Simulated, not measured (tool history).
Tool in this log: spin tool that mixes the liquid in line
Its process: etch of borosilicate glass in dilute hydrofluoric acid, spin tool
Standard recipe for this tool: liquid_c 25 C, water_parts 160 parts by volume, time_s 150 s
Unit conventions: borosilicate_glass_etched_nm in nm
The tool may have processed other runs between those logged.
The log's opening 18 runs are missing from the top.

run	hour	liquid_c	water_parts	time_s	wafers since the last listed run	hours since the thermometer was replaced	hours since the hydrofluoric acid flow meter was replaced	hours since the gauge calibration	read-back film thickness of the borosilicate glass reference wafer, read on the same gauge (nm)	borosilicate_glass_etched_nm
# hour 1210.3: hydrofluoric acid flow meter replaced
19	1239.7	25	160	150	710	412	29.4	1574.7	120.02	31.32
20	1343	25	160	175	840	515.3	132.7	1678	120.01	37.28
21	1422.3	25	160	150	644	594.6	212	1757.3	120	32.23
22	1529.8	28.5	200	235	874	702.1	319.5	1864.8	119.98	44.06
23	1589.9	25	160	80	488	762.2	379.6	1924.9	120.02	17.62
# hour 1628: gauge calibrated
24	1666.8	21	115	100	625	839.1	456.5	38.8	120.02	27.81
25	1710.2	28.5	185	240	352	882.5	499.9	82.2	120	50.89
# hour 1739.5: hydrofluoric acid flow meter replaced
26	1817.2	28.5	120	70	862	989.5	77.7	189.2	120.02	23.8
27	1898.2	22.5	95	60	658	1070.5	158.7	270.2	120	21.53
28	1934.3	20.5	160	100	293	1106.6	194.8	306.3	120	18.38
29	2024.4	25	160	150	732	1196.7	284.9	396.4	120	32.75
30	2168.6	25	160	150	1172	1340.9	429.1	540.6	120.01	33.75
# hour 2245.8: hydrofluoric acid flow meter replaced
31	2250.8	25	185	75	660	1423.1	5	622.8	120.03	13.65
32	2312.2	20	160	95	499	1484.5	66.4	684.2	120.03	17.18

What if the next run were any one of these 4? Each begins from the tool's condition after run 32:
A	2312.7	25	160	150	4	1485	66.9	684.7	?	?
B	2312.7	25	190	125	4	1485	66.9	684.7	?	?
C	2312.7	25	195	150	4	1485	66.9	684.7	?	?
D	2312.7	29	160	75	4	1485	66.9	684.7	?	?

run	read-back film thickness of the borosilicate glass reference wafer, read on the same gauge (nm)	borosilicate_glass_etched_nm
A	119.97	32.82
B	119.97	22.25
C	119.97	25.87
D	119.97	18.98
Take away the tool's hidden state, keep each run's random variation, and the runs would have read:
run	borosilicate_glass_etched_nm
A	30.9
B	20.96
C	24.37
D	17.9
